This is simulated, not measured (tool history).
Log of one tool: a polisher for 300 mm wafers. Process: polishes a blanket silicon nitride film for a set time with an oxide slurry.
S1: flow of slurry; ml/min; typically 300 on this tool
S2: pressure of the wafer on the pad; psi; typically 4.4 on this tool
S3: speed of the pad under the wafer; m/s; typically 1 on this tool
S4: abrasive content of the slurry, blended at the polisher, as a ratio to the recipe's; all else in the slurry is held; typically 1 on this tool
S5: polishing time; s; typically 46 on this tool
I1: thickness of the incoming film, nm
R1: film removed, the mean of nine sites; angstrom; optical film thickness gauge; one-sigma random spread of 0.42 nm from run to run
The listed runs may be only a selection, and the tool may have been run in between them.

run	day	S1	S2	S3	S4	S5	I1	R1
1	0	300	4.4	1	1	46	245.7	366
2	0.729	300	4.4	1	1	46	250.3	359
3	0.988	300	4.4	1	1	46	251.2	356
4	1.275	300	3.5	1	1	46	250.9	294
5	1.912	300	3.5	1	1	46	252.4	296
6	2.167	300	4.4	1	1	46	249.6	359
7	2.75	300	4.4	1	1	46	247.3	357
# day 3.321: worn pad replaced by a new one
8	3.342	300	4.4	1	1	46	250.3	360
# day 3.596: conditioning disc replaced and pad reconditioned
9	3.946	300	4.4	1	1	46	253.2	377
# day 4.5: slurry nozzle cleaned
10	4.521	300	4.4	1	0.9	46	250.8	344
11	4.812	300	4.4	1	0.9	46	251	340
12	5.262	300	4.4	1	1	53	252.9	431
13	6.008	300	3.3	1.14	1	46	246.1	320
# day 6.125: slurry blender recalibrated
14	6.388	300	4.4	1	1	46	250.3	367
15	6.775	300	4.4	1	1	46	253.4	358
16	7.112	235	5.2	1.32	1	57	250.3	620
# day 7.208: head pressure recalibrated
17	7.858	300	4.8	1	1.25	33	249.7	319
18	8.146	340	4.4	1	1	46	250.3	365
19	8.746	300	4.4	1	1	39	250.3	306
20	9.038	300	4.4	1	1	46	253	360
21	9.533	300	4.4	0.72	1	33	247.7	201
22	9.925	200	4.4	1	1	46	249.7	350
23	10.325	300	4.4	1	1.2	46	248.8	397

Each row is a separate what-if for the run after 23, all from the same tool condition, not one after another. Results?
A	10.342	300	4.4	1	1.1	46	247	?
B	10.342	345	5.5	0.7	1	58	247	?
C	10.342	300	4	1.32	1.2	52	247	?
D	10.342	330	4.4	0.76	1	46	247	?

run	R1
A	384
B	420
C	521
D	295
With no hidden state in the tool, these same runs would have given:
run	R1
A	416
B	450
C	572
D	314

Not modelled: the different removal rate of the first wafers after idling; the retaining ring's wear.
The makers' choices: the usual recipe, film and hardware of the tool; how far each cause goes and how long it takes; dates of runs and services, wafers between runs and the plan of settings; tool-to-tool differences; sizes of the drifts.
